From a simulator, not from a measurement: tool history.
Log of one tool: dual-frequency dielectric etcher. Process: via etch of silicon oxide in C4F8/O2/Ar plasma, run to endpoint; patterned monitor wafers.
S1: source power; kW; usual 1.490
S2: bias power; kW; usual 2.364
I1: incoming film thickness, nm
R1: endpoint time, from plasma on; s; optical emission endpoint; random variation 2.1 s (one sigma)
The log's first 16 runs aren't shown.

{"run": 17, "hour": 1306.3, "S1": 1.84, "S2": 2.364, "I1": 2205.4, "R1": 432.6}
{"run": 18, "hour": 1405.4, "S1": 1.49, "S2": 2.364, "I1": 2215.6, "R1": 455.4}
{"run": 19, "hour": 1508.1, "S1": 1.23, "S2": 2.554, "I1": 2206.6, "R1": 457.2}
{"hour": 1676.6, "done": "wet clean of the chamber"}
{"hour": 1696.5, "done": "upper electrode replaced"}
{"hour": 1735.0, "done": "bias power generator calibrated"}
{"run": 20, "hour": 1794.1, "S1": 1.38, "S2": 2.364, "I1": 2220.5, "R1": 471.6}
{"run": 21, "hour": 1837.2, "S1": 1.49, "S2": 2.364, "I1": 2218.2, "R1": 461.5}
{"run": 22, "hour": 1890.0, "S1": 1.31, "S2": 2.082, "I1": 2205.7, "R1": 493.0}
{"run": 23, "hour": 1934.6, "S1": 1.2, "S2": 2.364, "I1": 2226.3, "R1": 484.4}
{"run": 24, "hour": 1992.4, "S1": 1.7, "S2": 2.364, "I1": 2210.4, "R1": 441.5}
{"run": 25, "hour": 2083.9, "S1": 1.33, "S2": 2.01, "I1": 2204.1, "R1": 484.2}
{"run": 26, "hour": 2139.3, "S1": 1.2, "S2": 2.549, "I1": 2214.3, "R1": 463.2}
{"hour": 2230.0, "done": "wet clean of the chamber"}
{"run": 27, "hour": 2230.5, "S1": 1.76, "S2": 2.79, "I1": 2223.2, "R1": 426.5}
{"run": 28, "hour": 2303.3, "S1": 1.65, "S2": 2.741, "I1": 2225.9, "R1": 430.8}
{"run": 29, "hour": 2342.4, "S1": 1.26, "S2": 2.804, "I1": 2226.7, "R1": 453.1}
{"run": 30, "hour": 2436.1, "S1": 1.59, "S2": 2.564, "I1": 2219.8, "R1": 442.8}
{"run": 31, "hour": 2478.9, "S1": 1.16, "S2": 2.205, "I1": 2221.9, "R1": 495.5}
{"run": 32, "hour": 2550.7, "S1": 1.49, "S2": 2.364, "I1": 2215.2, "R1": 454.5}

4 ways to go on from here, each from the tool as it stands after run 32. What would each give?
{"run": "A", "hour": 2551.2, "S1": 1.67, "S2": 2.364, "I1": 2214.4, "R1": "?"}
{"run": "B", "hour": 2551.2, "S1": 1.75, "S2": 1.884, "I1": 2214.4, "R1": "?"}
{"run": "C", "hour": 2551.2, "S1": 1.14, "S2": 2.364, "I1": 2214.4, "R1": "?"}
{"run": "D", "hour": 2551.2, "S1": 1.75, "S2": 2.622, "I1": 2214.4, "R1": "?"}

run=A R1=441.5
run=B R1=467.7
run=C R1=484.2
run=D R1=422.0
Without the tool's hidden state the same runs would have given:
run=A R1=453.7
run=B R1=480.6
run=C R1=497.6
run=D R1=433.7
